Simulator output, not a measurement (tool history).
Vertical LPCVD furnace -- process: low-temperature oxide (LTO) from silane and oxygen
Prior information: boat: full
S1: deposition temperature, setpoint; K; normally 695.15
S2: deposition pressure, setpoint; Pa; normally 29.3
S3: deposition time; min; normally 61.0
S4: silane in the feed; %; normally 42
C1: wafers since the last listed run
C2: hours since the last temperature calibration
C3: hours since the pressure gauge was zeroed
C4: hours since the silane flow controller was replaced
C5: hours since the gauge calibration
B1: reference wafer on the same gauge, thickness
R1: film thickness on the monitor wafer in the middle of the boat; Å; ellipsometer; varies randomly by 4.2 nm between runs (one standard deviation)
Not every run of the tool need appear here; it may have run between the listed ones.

run 1 hour=0.0 | S1=695.15 S2=29.3 S3=61.0 S4=42 | C1=0 C2=2637.4 C3=2363.9 C4=3521.8 C5=2263.3 | B1=748.11 | R1=8042.6
run 2 hour=53.2 | S1=695.15 S2=29.3 S3=61.0 S4=42 | C1=743 C2=2690.6 C3=2417.1 C4=3575.0 C5=2316.5 | B1=745.91 | R1=7968.3
run 3 hour=119.5 | S1=695.15 S2=29.3 S3=61.0 S4=42 | C1=927 C2=2756.9 C3=2483.4 C4=3641.3 C5=2382.8 | B1=747.31 | R1=8110.2
-- hour=157.1 silane flow controller replaced
run 4 hour=185.3 | S1=695.15 S2=29.3 S3=61.0 S4=42 | C1=584 C2=2822.7 C3=2549.2 C4=28.2 C5=2448.6 | B1=747.49 | R1=7945.4
run 5 hour=209.5 | S1=695.15 S2=34.0 S3=61.0 S4=42 | C1=338 C2=2846.9 C3=2573.4 C4=52.4 C5=2472.8 | B1=747.45 | R1=9349.0
run 6 hour=257.3 | S1=695.15 S2=29.3 S3=61.0 S4=40 | C1=668 C2=2894.7 C3=2621.2 C4=100.2 C5=2520.6 | B1=747.24 | R1=7638.0
run 7 hour=321.9 | S1=695.15 S2=29.3 S3=61.0 S4=42 | C1=903 C2=2959.3 C3=2685.8 C4=164.8 C5=2585.2 | B1=746.99 | R1=8105.4
run 8 hour=349.6 | S1=695.15 S2=29.3 S3=61.0 S4=42 | C1=387 C2=2987.0 C3=2713.5 C4=192.5 C5=2612.9 | B1=747.88 | R1=8042.9
run 9 hour=408.0 | S1=695.15 S2=29.3 S3=61.0 S4=42 | C1=816 C2=3045.4 C3=2771.9 C4=250.9 C5=2671.3 | B1=746.59 | R1=8005.6
run 10 hour=454.7 | S1=695.15 S2=29.3 S3=61.0 S4=42 | C1=652 C2=3092.1 C3=2818.6 C4=297.6 C5=2718.0 | B1=747.97 | R1=8072.1
run 11 hour=523.6 | S1=700.15 S2=26.7 S3=68.5 S4=35 | C1=963 C2=3161.0 C3=2887.5 C4=366.5 C5=2786.9 | B1=747.71 | R1=7051.2
run 12 hour=557.8 | S1=695.15 S2=33.3 S3=61.0 S4=42 | C1=478 C2=3195.2 C3=2921.7 C4=400.7 C5=2821.1 | B1=747.37 | R1=9140.2
-- hour=595.0 gauge calibrated
run 13 hour=602.7 | S1=706.15 S2=34.7 S3=43.0 S4=42 | C1=627 C2=3240.1 C3=2966.6 C4=445.6 C5=7.7 | B1=746.53 | R1=7477.3
run 14 hour=656.7 | S1=695.15 S2=31.3 S3=61.0 S4=42 | C1=755 C2=3294.1 C3=3020.6 C4=499.6 C5=61.7 | B1=746.88 | R1=8593.8
run 15 hour=682.8 | S1=695.15 S2=29.3 S3=73.5 S4=42 | C1=364 C2=3320.2 C3=3046.7 C4=525.7 C5=87.8 | B1=746.97 | R1=9699.7
-- hour=733.9 pressure gauge zeroed
run 16 hour=742.1 | S1=695.15 S2=29.3 S3=61.0 S4=42 | C1=493 C2=3379.5 C3=8.2 C4=585.0 C5=147.1 | B1=747.84 | R1=7652.3
run 17 hour=787.1 | S1=702.15 S2=29.3 S3=73.0 S4=42 | C1=629 C2=3424.5 C3=53.2 C4=630.0 C5=192.1 | B1=746.94 | R1=9860.6
run 18 hour=853.8 | S1=695.15 S2=29.3 S3=61.0 S4=42 | C1=932 C2=3491.2 C3=119.9 C4=696.7 C5=258.8 | B1=746.43 | R1=7648.6
run 19 hour=878.3 | S1=695.15 S2=29.3 S3=61.0 S4=42 | C1=342 C2=3515.7 C3=144.4 C4=721.2 C5=283.3 | B1=748.34 | R1=7730.6
-- hour=944.6 thermocouples replaced and temperature profile calibrated
run 20 hour=1062.8 | S1=706.15 S2=33.3 S3=82.5 S4=42 | C1=2244 C2=118.2 C3=328.9 C4=905.7 C5=467.8 | B1=747.06 | R1=13342.6
run 21 hour=1124.1 | S1=695.15 S2=26.0 S3=61.0 S4=42 | C1=857 C2=179.5 C3=390.2 C4=967.0 C5=529.1 | B1=747.16 | R1=6955.3
run 22 hour=1190.3 | S1=706.15 S2=36.0 S3=61.0 S4=42 | C1=925 C2=245.7 C3=456.4 C4=1033.2 C5=595.3 | B1=746.99 | R1=10626.7
run 23 hour=1259.1 | S1=695.15 S2=29.3 S3=61.0 S4=42 | C1=961 C2=314.5 C3=525.2 C4=1102.0 C5=664.1 | B1=746.80 | R1=7817.1
run 24 hour=1295.7 | S1=695.15 S2=29.3 S3=50.0 S4=39 | C1=511 C2=351.1 C3=561.8 C4=1138.6 C5=700.7 | B1=746.17 | R1=5932.6
run 25 hour=1359.0 | S1=704.15 S2=29.3 S3=41.5 S4=42 | C1=885 C2=414.4 C3=625.1 C4=1201.9 C5=764.0 | B1=746.02 | R1=5870.1
run 26 hour=1402.8 | S1=702.15 S2=23.3 S3=72.5 S4=42 | C1=612 C2=458.2 C3=668.9 C4=1245.7 C5=807.8 | B1=747.46 | R1=8025.7
run 27 hour=1435.4 | S1=695.15 S2=29.3 S3=61.0 S4=42 | C1=455 C2=490.8 C3=701.5 C4=1278.3 C5=840.4 | B1=746.70 | R1=7801.5
run 28 hour=1506.6 | S1=695.15 S2=29.3 S3=61.0 S4=39 | C1=995 C2=562.0 C3=772.7 C4=1349.5 C5=911.6 | B1=747.05 | R1=7266.9
run 29 hour=1573.0 | S1=691.15 S2=32.0 S3=61.0 S4=49 | C1=928 C2=628.4 C3=839.1 C4=1415.9 C5=978.0 | B1=746.77 | R1=9617.4
run 30 hour=1627.1 | S1=685.15 S2=31.3 S3=51.0 S4=34 | C1=756 C2=682.5 C3=893.2 C4=1470.0 C5=1032.1 | B1=747.18 | R1=4916.2
run 31 hour=1670.9 | S1=695.15 S2=36.7 S3=61.0 S4=42 | C1=612 C2=726.3 C3=937.0 C4=1513.8 C5=1075.9 | B1=746.10 | R1=9850.5
run 32 hour=1735.7 | S1=695.15 S2=34.0 S3=72.5 S4=42 | C1=906 C2=791.1 C3=1001.8 C4=1578.6 C5=1140.7 | B1=746.99 | R1=10846.7

Each row is a separate what-if for the run after 32, all from the same tool condition, not one after another. Results?
run A hour=1741.3 | S1=688.15 S2=29.3 S3=61.0 S4=42 | C1=78 C2=796.7 C3=1007.4 C4=1584.2 C5=1146.3 | B1=? | R1=?
run B hour=1741.3 | S1=695.15 S2=29.3 S3=61.0 S4=37 | C1=78 C2=796.7 C3=1007.4 C4=1584.2 C5=1146.3 | B1=? | R1=?
run C hour=1741.3 | S1=704.15 S2=29.3 S3=44.5 S4=37 | C1=78 C2=796.7 C3=1007.4 C4=1584.2 C5=1146.3 | B1=? | R1=?

run=A B1=746.96 R1=7376.2
run=B B1=746.96 R1=6856.6
run=C B1=746.96 R1=5482.5
Without the tool's hidden state the same runs would have given:
run=A R1=7131.2
run=B R1=6628.8
run=C R1=5300.4
